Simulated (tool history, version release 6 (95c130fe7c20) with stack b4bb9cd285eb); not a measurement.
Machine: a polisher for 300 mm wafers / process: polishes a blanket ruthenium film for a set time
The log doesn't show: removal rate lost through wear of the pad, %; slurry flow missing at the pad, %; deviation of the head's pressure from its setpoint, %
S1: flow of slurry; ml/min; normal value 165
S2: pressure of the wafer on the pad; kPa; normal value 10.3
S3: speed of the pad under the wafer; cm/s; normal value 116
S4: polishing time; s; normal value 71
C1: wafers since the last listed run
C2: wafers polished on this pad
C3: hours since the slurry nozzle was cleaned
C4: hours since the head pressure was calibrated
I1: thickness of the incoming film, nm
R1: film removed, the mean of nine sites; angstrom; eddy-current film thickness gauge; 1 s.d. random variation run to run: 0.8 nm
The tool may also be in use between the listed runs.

Run 1, hour 0.0: usual settings; C1 0; C2 2849; C3 108.8; C4 9.1; I1 545.2. Result: R1 656 angstrom.
Run 2, hour 27.9: usual settings; C1 185; C2 3035; C3 136.7; C4 37.0; I1 544.2. Result: R1 665 angstrom.
Run 3, hour 98.6: usual settings; C1 470; C2 3505; C3 207.4; C4 107.7; I1 529.1. Result: R1 670 angstrom.
At hour 139.0: worn pad replaced by a new one.
Run 4, hour 164.3: usual settings; C1 410; C2 168; C3 273.1; C4 173.4; I1 541.6. Result: R1 701 angstrom.
Run 5, hour 205.7: usual settings; C1 275; C2 443; C3 314.5; C4 214.8; I1 539.5. Result: R1 677 angstrom.
Run 6, hour 263.0: usual settings but S3 140 cm/s; C1 381; C2 824; C3 371.8; C4 272.1; I1 546.7. Result: R1 804 angstrom.
Run 7, hour 300.2: usual settings; C1 247; C2 1072; C3 409.0; C4 309.3; I1 536.6. Result: R1 677 angstrom.
Run 8, hour 350.8: usual settings; C1 336; C2 1408; C3 459.6; C4 359.9; I1 535.9. Result: R1 667 angstrom.
Run 9, hour 390.8: usual settings; C1 265; C2 1674; C3 499.6; C4 399.9; I1 547.1. Result: R1 645 angstrom.
Run 10, hour 442.5: usual settings; C1 343; C2 2018; C3 551.3; C4 451.6; I1 534.1. Result: R1 662 angstrom.
At hour 448.7: slurry nozzle cleaned.
Run 11, hour 513.5: usual settings; C1 465; C2 2483; C3 64.8; C4 522.6; I1 533.3. Result: R1 667 angstrom.
At hour 551.5: head pressure recalibrated.
Run 12, hour 554.2: usual settings but S1 180 ml/min; C1 257; C2 2741; C3 105.5; C4 2.7; I1 545.4. Result: R1 657 angstrom.
Run 13, hour 593.6: usual settings but S1 180 ml/min; C1 261; C2 3003; C3 144.9; C4 42.1; I1 538.2. Result: R1 663 angstrom.
At hour 629.7: worn pad replaced by a new one.
Run 14, hour 630.2: usual settings but S1 215 ml/min, S2 13.8 kPa, S3 106 cm/s, S4 47 s; C1 216; C2 3; C3 181.5; C4 78.7; I1 532.4. Result: R1 575 angstrom.
Run 15, hour 697.8: usual settings but S1 190 ml/min, S2 13.8 kPa, S4 91 s; C1 449; C2 452; C3 249.1; C4 146.3; I1 541.5. Result: R1 1185 angstrom.
Run 16, hour 745.9: usual settings but S1 125 ml/min, S4 92 s; C1 319; C2 772; C3 297.2; C4 194.4; I1 542.6. Result: R1 854 angstrom.
Run 17, hour 786.7: usual settings but S1 210 ml/min, S2 13.1 kPa, S3 148 cm/s, S4 78 s; C1 271; C2 1043; C3 338.0; C4 235.2; I1 540.2. Result: R1 1207 angstrom.
Run 18, hour 942.3: usual settings but S1 130 ml/min, S3 136 cm/s, S4 48 s; C1 1034; C2 2078; C3 493.6; C4 390.8; I1 537.4. Result: R1 513 angstrom.
Run 19, hour 969.7: usual settings; C1 182; C2 2260; C3 521.0; C4 418.2; I1 531.6. Result: R1 668 angstrom.
At hour 989.7: slurry nozzle cleaned.
Run 20, hour 994.7: usual settings but S1 140 ml/min, S3 150 cm/s; C1 159; C2 2420; C3 5.0; C4 443.2; I1 540.6. Result: R1 834 angstrom.
Run 21, hour 1038.7: usual settings but S1 120 ml/min, S2 11.7 kPa; C1 292; C2 2712; C3 49.0; C4 487.2; I1 541.1. Result: R1 718 angstrom.
At hour 1074.3: worn pad replaced by a new one.
Run 22, hour 1102.1: usual settings but S1 190 ml/min, S2 13.8 kPa; C1 394; C2 185; C3 112.4; C4 550.6; I1 540.9. Result: R1 906 angstrom.
Run 23, hour 1272.0: usual settings but S1 115 ml/min, S2 12.4 kPa, S3 146 cm/s, S4 55 s; C1 1129; C2 1314; C3 282.3; C4 720.5; I1 533.8. Result: R1 740 angstrom.
At hour 1298.5: head pressure recalibrated.
Run 24, hour 1311.3: usual settings; C1 248; C2 1562; C3 321.6; C4 12.8; I1 531.8. Result: R1 664 angstrom.
Run 25, hour 1360.7: usual settings but S1 210 ml/min, S2 7.6 kPa, S3 126 cm/s, S4 48 s; C1 328; C2 1891; C3 371.0; C4 62.2; I1 543.5. Result: R1 369 angstrom.
Run 26, hour 1505.6: usual settings; C1 963; C2 2854; C3 515.9; C4 207.1; I1 535.5. Result: R1 668 angstrom.
At hour 1535.2: slurry nozzle cleaned.
Run 27, hour 1541.7: usual settings but S1 130 ml/min, S3 136 cm/s, S4 48 s; C1 233; C2 3088; C3 6.5; C4 243.2; I1 541.7. Result: R1 510 angstrom.
Run 28, hour 1586.7: usual settings but S1 110 ml/min, S3 138 cm/s; C1 299; C2 3387; C3 51.5; C4 288.2; I1 533.8. Result: R1 751 angstrom.
At hour 1591.5: worn pad replaced by a new one.
Run 29, hour 1648.3: usual settings but S4 52 s; C1 383; C2 377; C3 113.1; C4 349.8; I1 532.7. Result: R1 491 angstrom.
Run 30, hour 1673.8: usual settings but S2 13.1 kPa; C1 169; C2 547; C3 138.6; C4 375.3; I1 539.6. Result: R1 846 angstrom.
Run 31, hour 1707.7: usual settings but S1 195 ml/min, S3 94 cm/s, S4 53 s; C1 225; C2 772; C3 172.5; C4 409.2; I1 543.3. Result: R1 417 angstrom.
Run 32, hour 1754.3: usual settings but S1 195 ml/min, S3 150 cm/s; C1 309; C2 1082; C3 219.1; C4 455.8; I1 535.0. Result: R1 877 angstrom.
Run 33, hour 1782.9: usual settings but S2 11.7 kPa, S4 93 s; C1 190; C2 1272; C3 247.7; C4 484.4; I1 547.9. Result: R1 979 angstrom.
Run 34, hour 1878.0: usual settings but S2 8.3 kPa, S3 142 cm/s, S4 59 s; C1 632; C2 1904; C3 342.8; C4 579.5; I1 544.1. Result: R1 544 angstrom.
At hour 1885.6: head pressure recalibrated.
Run 35, hour 1943.9: usual settings but S1 200 ml/min, S2 6.9 kPa, S3 134 cm/s; C1 424; C2 2329; C3 408.7; C4 58.3; I1 539.9. Result: R1 529 angstrom.
Run 36, hour 1994.9: usual settings; C1 339; C2 2668; C3 459.7; C4 109.3; I1 541.4. Result: R1 662 angstrom.
At hour 2020.4: slurry nozzle cleaned.
Run 37, hour 2030.5: usual settings but S3 152 cm/s; C1 230; C2 2898; C3 10.1; C4 144.9; I1 547.2. Result: R1 880 angstrom.

Below are 4 alternative next runs, each starting from the tool's condition after run 37. Predict each:
Run A, hour 2031.0: usual settings but S2 7.6 kPa; C1 3; C2 2902; C3 10.6; C4 145.4; I1 536.5. Result: R1 ?.
Run B, hour 2031.0: usual settings but S2 7.6 kPa, S4 95 s; C1 3; C2 2902; C3 10.6; C4 145.4; I1 536.5. Result: R1 ?.
Run C, hour 2031.0: usual settings but S1 145 ml/min, S2 12.4 kPa; C1 3; C2 2902; C3 10.6; C4 145.4; I1 536.5. Result: R1 ?.
Run D, hour 2031.0: usual settings but S3 92 cm/s; C1 3; C2 2902; C3 10.6; C4 145.4; I1 536.5. Result: R1 ?.

run   R1
  A  486
  B  650
  C  786
  D  526
Without the tool's unlogged condition, the same runs would have read:
run   R1
  A  512
  B  685
  C  827
  D  554

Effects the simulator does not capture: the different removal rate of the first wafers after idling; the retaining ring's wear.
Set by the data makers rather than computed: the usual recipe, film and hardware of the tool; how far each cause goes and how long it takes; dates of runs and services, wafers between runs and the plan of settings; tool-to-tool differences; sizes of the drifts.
